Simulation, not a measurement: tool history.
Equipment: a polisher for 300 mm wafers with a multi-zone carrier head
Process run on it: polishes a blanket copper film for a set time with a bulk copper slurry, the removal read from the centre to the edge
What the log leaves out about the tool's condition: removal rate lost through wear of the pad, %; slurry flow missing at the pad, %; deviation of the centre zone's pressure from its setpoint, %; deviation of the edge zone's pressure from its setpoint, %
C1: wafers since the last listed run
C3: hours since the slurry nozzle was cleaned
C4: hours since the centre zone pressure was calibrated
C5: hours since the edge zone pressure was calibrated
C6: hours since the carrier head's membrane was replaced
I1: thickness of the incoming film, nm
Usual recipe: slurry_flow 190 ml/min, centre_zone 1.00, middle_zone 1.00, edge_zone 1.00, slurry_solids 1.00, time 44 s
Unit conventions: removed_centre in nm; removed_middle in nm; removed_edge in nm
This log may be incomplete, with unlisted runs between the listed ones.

{"run": 1, "hour": 0.0, "slurry_flow": 190, "centre_zone": 1.0, "middle_zone": 1.0, "edge_zone": 1.0, "slurry_solids": 1.0, "time": 40, "C1": 0, "wafers polished on this pad": 27, "C3": 299.1, "C4": 683.6, "C5": 901.2, "C6": 1612.4, "I1": 4541.8, "removed_centre": 309.5, "removed_middle": 339.9, "removed_edge": 335.2}
{"run": 2, "hour": 21.5, "slurry_flow": 190, "centre_zone": 1.0, "middle_zone": 1.0, "edge_zone": 1.0, "slurry_solids": 1.0, "time": 44, "C1": 217, "wafers polished on this pad": 245, "C3": 320.6, "C4": 705.1, "C5": 922.7, "C6": 1633.9, "I1": 4612.7, "removed_centre": 337.1, "removed_middle": 359.4, "removed_edge": 367.4}
{"run": 3, "hour": 54.6, "slurry_flow": 190, "centre_zone": 1.0, "middle_zone": 1.0, "edge_zone": 1.0, "slurry_solids": 1.0, "time": 44, "C1": 334, "wafers polished on this pad": 580, "C3": 353.7, "C4": 738.2, "C5": 955.8, "C6": 1667.0, "I1": 4525.4, "removed_centre": 338.0, "removed_middle": 363.8, "removed_edge": 369.0}
{"run": 4, "hour": 71.9, "slurry_flow": 190, "centre_zone": 1.0, "middle_zone": 1.0, "edge_zone": 1.0, "slurry_solids": 1.0, "time": 44, "C1": 174, "wafers polished on this pad": 755, "C3": 371.0, "C4": 755.5, "C5": 973.1, "C6": 1684.3, "I1": 4590.4, "removed_centre": 341.7, "removed_middle": 367.8, "removed_edge": 369.8}
{"run": 5, "hour": 92.6, "slurry_flow": 190, "centre_zone": 1.0, "middle_zone": 1.0, "edge_zone": 1.0, "slurry_solids": 1.0, "time": 44, "C1": 209, "wafers polished on this pad": 964, "C3": 391.7, "C4": 776.2, "C5": 993.8, "C6": 1705.0, "I1": 4553.0, "removed_centre": 334.9, "removed_middle": 366.6, "removed_edge": 367.0}
{"run": 6, "hour": 120.5, "slurry_flow": 190, "centre_zone": 1.0, "middle_zone": 1.0, "edge_zone": 0.96, "slurry_solids": 1.0, "time": 44, "C1": 282, "wafers polished on this pad": 1246, "C3": 419.6, "C4": 804.1, "C5": 1021.7, "C6": 1732.9, "I1": 4606.3, "removed_centre": 335.5, "removed_middle": 366.7, "removed_edge": 355.9}
{"hour": 126.9, "done": "worn pad replaced by a new one"}
{"run": 7, "hour": 144.1, "slurry_flow": 190, "centre_zone": 1.0, "middle_zone": 1.0, "edge_zone": 0.96, "slurry_solids": 1.0, "time": 44, "C1": 198, "wafers polished on this pad": 174, "C3": 443.2, "C4": 827.7, "C5": 1045.3, "C6": 1756.5, "I1": 4521.7, "removed_centre": 330.4, "removed_middle": 368.3, "removed_edge": 364.6}
{"run": 8, "hour": 204.7, "slurry_flow": 190, "centre_zone": 0.96, "middle_zone": 1.0, "edge_zone": 1.04, "slurry_solids": 1.0, "time": 44, "C1": 612, "wafers polished on this pad": 787, "C3": 503.8, "C4": 888.3, "C5": 1105.9, "C6": 1817.1, "I1": 4494.9, "removed_centre": 313.8, "removed_middle": 368.0, "removed_edge": 368.1}
{"hour": 210.7, "done": "carrier head's membrane replaced by a new one"}
{"hour": 242.0, "done": "worn pad replaced by a new one"}
{"run": 9, "hour": 245.8, "slurry_flow": 190, "centre_zone": 0.96, "middle_zone": 1.0, "edge_zone": 1.04, "slurry_solids": 1.0, "time": 44, "C1": 324, "wafers polished on this pad": 38, "C3": 544.9, "C4": 929.4, "C5": 1147.0, "C6": 35.1, "I1": 4454.6, "removed_centre": 310.2, "removed_middle": 361.9, "removed_edge": 368.0}
{"hour": 271.1, "done": "centre zone pressure recalibrated"}
{"run": 10, "hour": 273.3, "slurry_flow": 190, "centre_zone": 1.0, "middle_zone": 1.0, "edge_zone": 1.0, "slurry_solids": 1.0, "time": 38, "C1": 257, "wafers polished on this pad": 296, "C3": 572.4, "C4": 2.2, "C5": 1174.5, "C6": 62.6, "I1": 4573.0, "removed_centre": 306.0, "removed_middle": 314.0, "removed_edge": 319.1}
{"run": 11, "hour": 295.9, "slurry_flow": 205, "centre_zone": 0.88, "middle_zone": 1.0, "edge_zone": 0.96, "slurry_solids": 1.25, "time": 44, "C1": 228, "wafers polished on this pad": 524, "C3": 595.0, "C4": 24.8, "C5": 1197.1, "C6": 85.2, "I1": 4532.7, "removed_centre": 337.0, "removed_middle": 399.6, "removed_edge": 381.9}
{"run": 12, "hour": 331.2, "slurry_flow": 135, "centre_zone": 1.1, "middle_zone": 0.95, "edge_zone": 1.0, "slurry_solids": 1.0, "time": 53, "C1": 357, "wafers polished on this pad": 882, "C3": 630.3, "C4": 60.1, "C5": 1232.4, "C6": 120.5, "I1": 4613.3, "removed_centre": 442.9, "removed_middle": 395.2, "removed_edge": 415.0}
{"run": 13, "hour": 345.9, "slurry_flow": 165, "centre_zone": 1.09, "middle_zone": 1.09, "edge_zone": 1.11, "slurry_solids": 1.0, "time": 44, "C1": 148, "wafers polished on this pad": 1030, "C3": 645.0, "C4": 74.8, "C5": 1247.1, "C6": 135.2, "I1": 4511.2, "removed_centre": 376.1, "removed_middle": 382.0, "removed_edge": 373.1}
{"run": 14, "hour": 359.6, "slurry_flow": 190, "centre_zone": 1.0, "middle_zone": 1.0, "edge_zone": 1.0, "slurry_solids": 1.0, "time": 44, "C1": 138, "wafers polished on this pad": 1169, "C3": 658.7, "C4": 88.5, "C5": 1260.8, "C6": 148.9, "I1": 4526.9, "removed_centre": 350.5, "removed_middle": 367.3, "removed_edge": 368.8}
{"hour": 368.0, "done": "worn pad replaced by a new one, of another model than before"}
{"hour": 383.4, "done": "edge zone pressure recalibrated"}
{"run": 15, "hour": 393.5, "slurry_flow": 190, "centre_zone": 1.0, "middle_zone": 1.0, "edge_zone": 1.0, "slurry_solids": 1.0, "time": 44, "C1": 282, "wafers polished on this pad": 237, "C3": 692.6, "C4": 122.4, "C5": 10.1, "C6": 182.8, "I1": 4639.6, "removed_centre": 354.0, "removed_middle": 366.4, "removed_edge": 361.3}
{"run": 16, "hour": 424.9, "slurry_flow": 190, "centre_zone": 1.0, "middle_zone": 1.0, "edge_zone": 1.08, "slurry_solids": 1.0, "time": 44, "C1": 317, "wafers polished on this pad": 555, "C3": 724.0, "C4": 153.8, "C5": 41.5, "C6": 214.2, "I1": 4502.0, "removed_centre": 353.6, "removed_middle": 367.5, "removed_edge": 381.2}
{"run": 17, "hour": 437.8, "slurry_flow": 190, "centre_zone": 1.0, "middle_zone": 0.9, "edge_zone": 1.05, "slurry_solids": 1.0, "time": 44, "C1": 130, "wafers polished on this pad": 685, "C3": 736.9, "C4": 166.7, "C5": 54.4, "C6": 227.1, "I1": 4524.2, "removed_centre": 351.8, "removed_middle": 336.3, "removed_edge": 367.1}
{"hour": 448.5, "done": "slurry nozzle cleaned"}
{"run": 18, "hour": 470.4, "slurry_flow": 190, "centre_zone": 1.0, "middle_zone": 1.0, "edge_zone": 0.93, "slurry_solids": 1.2, "time": 30, "C1": 319, "wafers polished on this pad": 1005, "C3": 21.9, "C4": 199.3, "C5": 87.0, "C6": 259.7, "I1": 4520.2, "removed_centre": 257.3, "removed_middle": 266.6, "removed_edge": 255.7}
{"hour": 499.2, "done": "worn pad replaced by a new one"}
{"run": 19, "hour": 499.7, "slurry_flow": 190, "centre_zone": 1.0, "middle_zone": 1.0, "edge_zone": 1.0, "slurry_solids": 1.0, "time": 44, "C1": 255, "wafers polished on this pad": 4, "C3": 51.2, "C4": 228.6, "C5": 116.3, "C6": 289.0, "I1": 4596.5, "removed_centre": 352.8, "removed_middle": 371.7, "removed_edge": 361.8}
{"run": 20, "hour": 575.0, "slurry_flow": 190, "centre_zone": 1.0, "middle_zone": 1.0, "edge_zone": 0.93, "slurry_solids": 1.0, "time": 44, "C1": 761, "wafers polished on this pad": 766, "C3": 126.5, "C4": 303.9, "C5": 191.6, "C6": 364.3, "I1": 4542.3, "removed_centre": 348.5, "removed_middle": 367.9, "removed_edge": 345.1}
{"run": 21, "hour": 607.3, "slurry_flow": 190, "centre_zone": 1.0, "middle_zone": 1.0, "edge_zone": 1.0, "slurry_solids": 1.0, "time": 44, "C1": 326, "wafers polished on this pad": 1092, "C3": 158.8, "C4": 336.2, "C5": 223.9, "C6": 396.6, "I1": 4506.3, "removed_centre": 345.7, "removed_middle": 363.9, "removed_edge": 364.1}

Measured minus without-hidden-state, run by run (identical run-to-run variation in each term; gauge scatter may differ):
run=1 removed_centre=-18.7
run=2 removed_centre=-21.8
run=3 removed_centre=-23.9
run=4 removed_centre=-25.4
run=5 removed_centre=-26.3
run=6 removed_centre=-28.3
run=7 removed_centre=-29.6
run=8 removed_centre=-32.8
run=9 removed_centre=-35.7
run=10 removed_centre=-5.0
run=11 removed_centre=-5.6
run=12 removed_centre=-7.5
run=13 removed_centre=-6.4
run=14 removed_centre=-6.2
run=15 removed_centre=-6.6
run=16 removed_centre=-6.9
run=17 removed_centre=-7.0
run=18 removed_centre=-5.4
run=19 removed_centre=-8.1
run=20 removed_centre=-9.7
run=21 removed_centre=-10.5
For removed_middle, the value without the hidden state is never more than 0.2 nm from the measured value.
removed_edge: the difference is 0 for every run.
